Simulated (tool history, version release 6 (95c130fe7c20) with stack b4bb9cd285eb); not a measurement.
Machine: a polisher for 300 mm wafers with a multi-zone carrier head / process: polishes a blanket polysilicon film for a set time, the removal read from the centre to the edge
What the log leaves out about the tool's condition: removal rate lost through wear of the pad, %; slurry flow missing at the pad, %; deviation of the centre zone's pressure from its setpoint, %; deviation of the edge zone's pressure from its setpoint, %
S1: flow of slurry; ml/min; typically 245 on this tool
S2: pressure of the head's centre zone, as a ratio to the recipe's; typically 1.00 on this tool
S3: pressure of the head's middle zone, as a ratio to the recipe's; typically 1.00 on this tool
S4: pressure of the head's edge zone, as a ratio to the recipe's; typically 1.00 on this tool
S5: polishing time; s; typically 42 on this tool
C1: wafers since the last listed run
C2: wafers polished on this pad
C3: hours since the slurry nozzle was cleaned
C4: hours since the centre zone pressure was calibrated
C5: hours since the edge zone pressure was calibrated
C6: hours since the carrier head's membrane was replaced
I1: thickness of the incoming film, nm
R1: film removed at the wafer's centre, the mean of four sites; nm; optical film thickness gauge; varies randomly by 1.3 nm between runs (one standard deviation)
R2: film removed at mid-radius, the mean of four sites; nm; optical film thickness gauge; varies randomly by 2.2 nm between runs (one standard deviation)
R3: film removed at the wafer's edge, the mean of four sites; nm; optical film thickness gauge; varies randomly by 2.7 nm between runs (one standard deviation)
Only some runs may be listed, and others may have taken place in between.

run	hour	S1	S2	S3	S4	S5	C1	C2	C3	C4	C5	C6	I1	R1	R2	R3
1	0.0	245	0.91	1.11	0.91	42	0	944	766.2	1154.7	77.6	94.2	1044.6	175.3	201.4	190.8
# hour 9.3: centre zone pressure recalibrated
# hour 11.6: worn pad replaced by a new one
2	12.1	245	1.00	1.00	0.91	56	73	5	778.3	2.8	89.7	106.3	1059.3	256.7	254.7	247.5
3	17.0	160	1.10	1.00	0.95	54	46	51	783.2	7.7	94.6	111.2	1057.5	248.8	220.1	228.4
4	28.4	245	1.00	1.00	1.00	42	108	159	794.6	19.1	106.0	122.6	1052.4	193.7	192.4	196.0
# hour 29.6: slurry nozzle cleaned
5	36.5	245	1.00	1.00	1.00	42	67	227	6.9	27.2	114.1	130.7	1063.0	193.3	185.5	192.1
6	50.0	200	1.00	1.00	1.00	42	128	355	20.4	40.7	127.6	144.2	1047.1	187.0	182.3	189.5
7	58.5	245	1.00	1.00	1.00	42	80	435	28.9	49.2	136.1	152.7	1038.2	193.2	185.8	198.7
8	65.4	315	1.00	1.00	1.08	53	65	501	35.8	56.1	143.0	159.6	1039.8	251.0	245.6	261.9
9	78.3	245	1.00	1.07	0.90	42	122	623	48.7	69.0	155.9	172.5	1059.6	195.5	201.1	190.0
10	113.7	245	1.00	1.00	0.88	47	335	959	84.1	104.4	191.3	207.9	1070.1	216.2	206.3	207.7
# hour 127.6: worn pad replaced by a new one
11	128.1	200	1.00	0.90	1.07	42	98	5	98.5	118.8	205.7	222.3	1073.3	186.2	167.5	191.9
12	138.2	245	1.00	1.00	1.00	42	95	101	108.6	128.9	215.8	232.4	1059.7	192.5	187.0	200.1
13	145.8	205	1.04	1.00	1.08	30	72	173	116.2	136.5	223.4	240.0	1059.2	137.5	129.7	139.1
14	159.7	245	1.00	1.03	1.00	37	131	305	130.1	150.4	237.3	253.9	1049.0	170.8	165.0	173.0
15	175.4	245	0.96	1.00	0.96	57	148	454	145.8	166.1	253.0	269.6	1054.8	252.5	258.3	261.9
16	205.6	245	1.00	1.00	1.00	49	286	740	176.0	196.3	283.2	299.8	1075.5	229.5	221.0	229.5
17	216.8	245	1.00	1.00	1.00	42	106	846	187.2	207.5	294.4	311.0	1043.6	194.5	186.4	201.5
18	234.1	160	1.04	1.00	1.00	42	164	1011	204.5	224.8	311.7	328.3	1046.0	186.0	174.4	186.4
# hour 244.0: worn pad replaced by a new one
19	244.5	245	1.07	1.00	1.00	42	60	4	214.9	235.2	322.1	338.7	1080.4	209.4	182.1	198.1
20	261.4	210	0.91	0.90	0.97	42	160	164	231.8	252.1	339.0	355.6	1056.3	172.5	166.4	189.5
21	268.4	245	1.00	1.00	1.05	46	66	231	238.8	259.1	346.0	362.6	1041.6	212.0	205.2	217.9
22	279.1	325	0.92	0.92	1.00	38	101	332	249.5	269.8	356.7	373.3	1050.7	167.0	165.5	185.0

Alternative continuations, all from the tool just after run 22; predict every row:
A	279.5	245	1.00	1.00	1.00	42	3	336	249.9	270.2	357.1	373.7	1063.1	?	?	?
B	279.5	245	1.00	1.00	0.96	42	3	336	249.9	270.2	357.1	373.7	1063.1	?	?	?
C	279.5	245	1.06	1.00	1.00	42	3	336	249.9	270.2	357.1	373.7	1063.1	?	?	?
D	279.5	295	1.00	1.00	1.08	42	3	336	249.9	270.2	357.1	373.7	1063.1	?	?	?

run	R1	R2	R3
A	193.9	188.2	196.9
B	193.9	188.2	193.6
C	205.7	188.1	196.9
D	198.6	192.2	206.8
With the hidden condition removed and each run's random variation left untouched, the same runs would have given:
run	R1	R2	R3
A	193.9	188.2	196.9
B	193.9	188.2	193.6
C	205.7	188.1	196.9
D	198.6	192.2	206.8
